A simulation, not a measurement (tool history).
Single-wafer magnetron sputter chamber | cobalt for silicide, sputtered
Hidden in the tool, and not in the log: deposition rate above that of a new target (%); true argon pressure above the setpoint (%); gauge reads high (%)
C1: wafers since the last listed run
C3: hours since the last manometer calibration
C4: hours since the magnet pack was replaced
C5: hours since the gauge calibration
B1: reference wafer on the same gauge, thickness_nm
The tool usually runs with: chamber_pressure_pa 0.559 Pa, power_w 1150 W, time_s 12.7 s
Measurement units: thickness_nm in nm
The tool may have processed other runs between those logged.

{"run": 1, "hour": 0.0, "chamber_pressure_pa": 0.559, "power_w": 1150, "time_s": 13.9, "C1": 0, "wafers on the sputter target": 209, "C3": 1074.6, "C4": 3982.5, "C5": 655.2, "B1": 7.326, "thickness_nm": 8.357}
{"run": 2, "hour": 93.9, "chamber_pressure_pa": 0.559, "power_w": 1150, "time_s": 13.9, "C1": 2537, "wafers on the sputter target": 2746, "C3": 1168.5, "C4": 4076.4, "C5": 749.1, "B1": 7.315, "thickness_nm": 8.159}
{"run": 3, "hour": 156.1, "chamber_pressure_pa": 0.559, "power_w": 1150, "time_s": 12.7, "C1": 1680, "wafers on the sputter target": 4427, "C3": 1230.7, "C4": 4138.6, "C5": 811.3, "B1": 7.313, "thickness_nm": 7.457}
{"hour": 263.3, "done": "sputter target and shields replaced"}
{"run": 4, "hour": 392.9, "chamber_pressure_pa": 0.559, "power_w": 1150, "time_s": 11.2, "C1": 6182, "wafers on the sputter target": 3501, "C3": 1467.5, "C4": 4375.4, "C5": 1048.1, "B1": 7.319, "thickness_nm": 6.643}
{"hour": 426.1, "done": "gauge calibrated"}
{"run": 5, "hour": 431.3, "chamber_pressure_pa": 0.559, "power_w": 1150, "time_s": 11.2, "C1": 1037, "wafers on the sputter target": 4539, "C3": 1505.9, "C4": 4413.8, "C5": 5.2, "B1": 7.31, "thickness_nm": 6.644}
{"hour": 530.3, "done": "sputter target and shields replaced"}
{"run": 6, "hour": 668.2, "chamber_pressure_pa": 0.559, "power_w": 1150, "time_s": 12.7, "C1": 6184, "wafers on the sputter target": 3726, "C3": 1742.8, "C4": 4650.7, "C5": 242.1, "B1": 7.311, "thickness_nm": 7.583}
{"run": 7, "hour": 726.4, "chamber_pressure_pa": 0.559, "power_w": 1150, "time_s": 12.7, "C1": 1572, "wafers on the sputter target": 5298, "C3": 1801, "C4": 4708.9, "C5": 300.3, "B1": 7.329, "thickness_nm": 7.514}
{"run": 8, "hour": 787.3, "chamber_pressure_pa": 0.681, "power_w": 1150, "time_s": 13.3, "C1": 1645, "wafers on the sputter target": 6944, "C3": 1861.9, "C4": 4769.8, "C5": 361.2, "B1": 7.33, "thickness_nm": 7.458}
{"hour": 802.6, "done": "sputter target and shields replaced"}
{"run": 9, "hour": 842.5, "chamber_pressure_pa": 0.681, "power_w": 1150, "time_s": 13.3, "C1": 1275, "wafers on the sputter target": 1078, "C3": 1917.1, "C4": 4825, "C5": 416.4, "B1": 7.326, "thickness_nm": 7.712}
{"run": 10, "hour": 912.9, "chamber_pressure_pa": 0.559, "power_w": 1400, "time_s": 10.5, "C1": 1902, "wafers on the sputter target": 2980, "C3": 1987.5, "C4": 4895.4, "C5": 486.8, "B1": 7.314, "thickness_nm": 7.642}
{"hour": 936.8, "done": "magnet pack replaced"}
{"run": 11, "hour": 960.4, "chamber_pressure_pa": 0.676, "power_w": 1350, "time_s": 10.6, "C1": 1067, "wafers on the sputter target": 4047, "C3": 2035, "C4": 23.6, "C5": 534.3, "B1": 7.326, "thickness_nm": 7.077}
{"hour": 972.1, "done": "capacitance manometer re-zeroed and calibrated"}
{"run": 12, "hour": 1064.5, "chamber_pressure_pa": 0.559, "power_w": 1400, "time_s": 14.1, "C1": 2596, "wafers on the sputter target": 6644, "C3": 92.4, "C4": 127.7, "C5": 638.4, "B1": 7.316, "thickness_nm": 9.941}
{"hour": 1098.9, "done": "sputter target and shields replaced"}
{"run": 13, "hour": 1123.9, "chamber_pressure_pa": 0.559, "power_w": 1400, "time_s": 12.7, "C1": 1388, "wafers on the sputter target": 675, "C3": 151.8, "C4": 187.1, "C5": 697.8, "B1": 7.311, "thickness_nm": 9.253}
{"run": 14, "hour": 1168.3, "chamber_pressure_pa": 0.559, "power_w": 1150, "time_s": 12.7, "C1": 1199, "wafers on the sputter target": 1875, "C3": 196.2, "C4": 231.5, "C5": 742.2, "B1": 7.329, "thickness_nm": 7.581}
{"run": 15, "hour": 1214.9, "chamber_pressure_pa": 0.559, "power_w": 1150, "time_s": 12.7, "C1": 1259, "wafers on the sputter target": 3134, "C3": 242.8, "C4": 278.1, "C5": 788.8, "B1": 7.328, "thickness_nm": 7.41}
{"run": 16, "hour": 1296.4, "chamber_pressure_pa": 0.391, "power_w": 1300, "time_s": 10.9, "C1": 2202, "wafers on the sputter target": 5336, "C3": 324.3, "C4": 359.6, "C5": 870.3, "B1": 7.326, "thickness_nm": 7.728}
{"run": 17, "hour": 1346.3, "chamber_pressure_pa": 0.746, "power_w": 1150, "time_s": 12.7, "C1": 1348, "wafers on the sputter target": 6684, "C3": 374.2, "C4": 409.5, "C5": 920.2, "B1": 7.327, "thickness_nm": 6.808}
{"hour": 1400.0, "done": "sputter target and shields replaced"}
{"run": 18, "hour": 1402.4, "chamber_pressure_pa": 0.385, "power_w": 1250, "time_s": 14, "C1": 1299, "wafers on the sputter target": 65, "C3": 430.3, "C4": 465.6, "C5": 976.3, "B1": 7.324, "thickness_nm": 10.004}

Branching from run 18: 4 alternative next runs. What would each branch give?
{"run": "A", "hour": 1402.8, "chamber_pressure_pa": 0.559, "power_w": 1250, "time_s": 12.7, "C1": 10, "wafers on the sputter target": 76, "C3": 430.7, "C4": 466, "C5": 976.7, "B1": "?", "thickness_nm": "?"}
{"run": "B", "hour": 1402.8, "chamber_pressure_pa": 0.44, "power_w": 1150, "time_s": 13.8, "C1": 10, "wafers on the sputter target": 76, "C3": 430.7, "C4": 466, "C5": 976.7, "B1": "?", "thickness_nm": "?"}
{"run": "C", "hour": 1402.8, "chamber_pressure_pa": 0.722, "power_w": 1400, "time_s": 11.9, "C1": 10, "wafers on the sputter target": 76, "C3": 430.7, "C4": 466, "C5": 976.7, "B1": "?", "thickness_nm": "?"}
{"run": "D", "hour": 1402.8, "chamber_pressure_pa": 0.371, "power_w": 950, "time_s": 11.1, "C1": 10, "wafers on the sputter target": 76, "C3": 430.7, "C4": 466, "C5": 976.7, "B1": "?", "thickness_nm": "?"}

run=A B1=7.314 thickness_nm=8.417
run=B B1=7.314 thickness_nm=8.885
run=C B1=7.314 thickness_nm=8.214
run=D B1=7.314 thickness_nm=6.096
Stripped of hidden state, with their random variation kept, the same runs would have yielded:
run=A thickness_nm=8.381
run=B thickness_nm=8.863
run=C thickness_nm=8.158
run=D thickness_nm=6.088

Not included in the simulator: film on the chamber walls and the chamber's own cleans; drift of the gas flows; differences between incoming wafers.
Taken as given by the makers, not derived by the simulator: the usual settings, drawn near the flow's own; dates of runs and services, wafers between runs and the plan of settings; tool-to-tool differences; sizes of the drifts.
